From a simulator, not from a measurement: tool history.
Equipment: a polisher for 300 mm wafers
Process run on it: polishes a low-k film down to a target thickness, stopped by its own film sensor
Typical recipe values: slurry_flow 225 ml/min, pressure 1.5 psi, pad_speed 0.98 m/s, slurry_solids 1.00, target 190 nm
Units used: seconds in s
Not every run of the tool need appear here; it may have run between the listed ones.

run   hour  slurry_flow  pressure  pad_speed  slurry_solids  target  wafers since the last listed run  wafers polished on this pad  hours since the slurry nozzle was cleaned  hours since the head pressure was calibrated  hours since the slurry blender was calibrated  hours since the conditioning disc was replaced  incoming thickness of the incoming film, nm  seconds
  1    0.0          225       1.5       0.98           1.05     190                                 0                           63                                      523.2                                         580.5                                          257.1                                            81.6                                        233.4    177.6
  2    8.4          225       1.5       0.98           1.05     190                                86                          150                                      531.6                                         588.9                                          265.5                                            90.0                                        229.9    165.7
  3   15.4          225       1.5       0.88           1.00     190                                71                          221                                      538.6                                         595.9                                          272.5                                            97.0                                        229.2    184.3
  4   23.9          225       1.5       0.88           1.00     190                                87                          309                                      547.1                                         604.4                                          281.0                                           105.5                                        227.5    183.2
  5   40.2          225       1.5       0.88           1.00     190                               167                          476                                      563.4                                         620.7                                          297.3                                           121.8                                        227.8    182.8
      46.8  -- worn pad replaced by a new one
  6   56.6          225       1.5       0.98           1.00     190                               127                          100                                      579.8                                         637.1                                          313.7                                           138.2                                        232.0    191.1
  7   71.6          225       1.5       0.98           1.00     190                               153                          254                                      594.8                                         652.1                                          328.7                                           153.2                                        225.3    166.6
      79.4  -- head pressure recalibrated
  8   83.4          225       1.5       0.98           1.00     190                               100                          354                                      606.6                                           4.0                                          340.5                                           165.0                                        229.7    189.5
  9  100.5          225       1.5       0.98           1.00     190                               175                          530                                      623.7                                          21.1                                          357.6                                           182.1                                        229.4    192.6
     113.2  -- worn pad replaced by a new one
 10  113.7          225       1.5       0.98           0.90     190                                94                            4                                      636.9                                          34.3                                          370.8                                           195.3                                        229.4    209.2
 11  125.5          225       1.5       0.98           1.10     190                               121                          125                                      648.7                                          46.1                                          382.6                                           207.1                                        230.2    193.4
 12  140.7          225       1.9       0.98           1.00     199                               155                          281                                      663.9                                          61.3                                          397.8                                           222.3                                        232.8    149.9
     149.8  -- slurry nozzle cleaned
 13  158.1          225       1.8       0.98           1.00     184                               168                          449                                        8.3                                          78.7                                          415.2                                           239.7                                        225.8    198.8
     163.2  -- slurry blender recalibrated
 14  170.4          225       1.5       0.98           1.00     190                               105                          555                                       20.6                                          91.0                                            7.2                                           252.0                                        232.9    192.1
     177.6  -- conditioning disc replaced and pad reconditioned
     178.9  -- worn pad replaced by a new one
 15  181.7          165       1.9       0.68           0.90     190                                81                           28                                       31.9                                         102.3                                           18.5                                             4.1                                        226.0    170.2
 16  190.7          180       1.5       0.84           0.80     185                                92                          120                                       40.9                                         111.3                                           27.5                                            13.1                                        227.8    222.7
     232.5  -- worn pad replaced by a new one
 17  233.0          225       1.5       0.70           1.25     190                               392                            5                                       83.2                                         153.6                                           69.8                                            55.4                                        227.9    178.5
 18  239.9          225       1.5       0.98           1.00     190                                70                           75                                       90.1                                         160.5                                           76.7                                            62.3                                        229.7    161.7

State the hidden condition of the tool at each of the runs:
removal rate lost through wear of the pad, %: 0 at every run
slurry flow missing at the pad, %: 0 at every run
deviation of the head's pressure from its setpoint, %: 0 at every run
H1: abrasive missing from the slurry, %
H2: time polished since the conditioner stopped cutting, s
run    H1    H2
  1  16.9   190
  2  17.7   206
  3  18.3   221
  4  19.2   238
  5  20.8   271
  6  22.6   304
  7  24.3   334
  8  25.7   358
  9  27.8   392
 10  29.5   419
 11  31.1   443
 12  33.2   473
 13  35.7   508
 14  11.7   533
 15  11.8  27.6
 16  11.9  45.7
 17  12.6   131
 18  12.8   145
